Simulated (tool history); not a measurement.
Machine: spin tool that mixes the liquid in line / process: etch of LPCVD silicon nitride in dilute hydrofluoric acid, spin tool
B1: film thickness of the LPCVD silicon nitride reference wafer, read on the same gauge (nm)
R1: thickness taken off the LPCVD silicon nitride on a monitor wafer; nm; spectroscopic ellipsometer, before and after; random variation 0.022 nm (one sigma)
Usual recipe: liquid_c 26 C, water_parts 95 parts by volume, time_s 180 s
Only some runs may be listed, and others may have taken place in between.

Run 1, hour 0: usual settings; B1 150.032. Result: R1 1.362 nm.
Run 2, hour 16.8: usual settings; B1 150.007. Result: R1 1.35 nm.
Run 3, hour 90.8: usual settings; B1 149.988. Result: R1 1.344 nm.
Run 4, hour 103.2: usual settings; B1 149.995. Result: R1 1.376 nm.
Run 5, hour 124.7: usual settings but water_parts 115 parts by volume, time_s 160 s; B1 150. Result: R1 0.978 nm.
Run 6, hour 159.5: usual settings; B1 149.937. Result: R1 1.383 nm.
Run 7, hour 172.5: usual settings; B1 149.999. Result: R1 1.361 nm.
Run 8, hour 198.3: usual settings; B1 149.973. Result: R1 1.304 nm.
Run 9, hour 219.3: usual settings; B1 150.012. Result: R1 1.357 nm.
At hour 229.8: thermometer replaced.
Run 10, hour 232.7: usual settings; B1 150.002. Result: R1 1.139 nm.
Run 11, hour 253.8: usual settings; B1 150.021. Result: R1 1.145 nm.
At hour 307.2: hydrofluoric acid flow meter replaced.
Run 12, hour 341.7: usual settings; B1 150.04. Result: R1 1.15 nm.
Run 13, hour 371.4: usual settings but liquid_c 29.5 C; B1 149.988. Result: R1 1.442 nm.
At hour 381.7: gauge calibrated.
Run 14, hour 384.9: usual settings; B1 150.001. Result: R1 1.137 nm.
Run 15, hour 412.6: usual settings; B1 149.992. Result: R1 1.157 nm.
Run 16, hour 441: usual settings but liquid_c 24.5 C; B1 150.009. Result: R1 1.073 nm.
Run 17, hour 459.5: usual settings but liquid_c 22.5 C, water_parts 50 parts by volume, time_s 215 s; B1 149.958. Result: R1 2.044 nm.
Run 18, hour 482.6: usual settings but liquid_c 28 C, water_parts 130 parts by volume, time_s 255 s; B1 150.023. Result: R1 1.361 nm.
Run 19, hour 513.2: usual settings; B1 150.027. Result: R1 1.149 nm.
Run 20, hour 534.9: usual settings but liquid_c 22.5 C, water_parts 60 parts by volume; B1 150.006. Result: R1 1.444 nm.
Run 21, hour 556.4: usual settings but liquid_c 21.5 C, water_parts 115 parts by volume, time_s 100 s; B1 150.016. Result: R1 0.397 nm.
Run 22, hour 584.5: usual settings; B1 149.987. Result: R1 1.156 nm.
Run 23, hour 603.8: usual settings but time_s 250 s; B1 150.026. Result: R1 1.659 nm.

Run 24 is up next; what results do you expect?
Run 24, hour 629.7: usual settings but liquid_c 29 C, time_s 150 s; B1 ?. Result: R1 ?.

B1: 150.005
R1: 1.175 nm
Were there no unlogged condition in the tool, this run, its random variation unchanged, would have produced R1 1.133 nm.
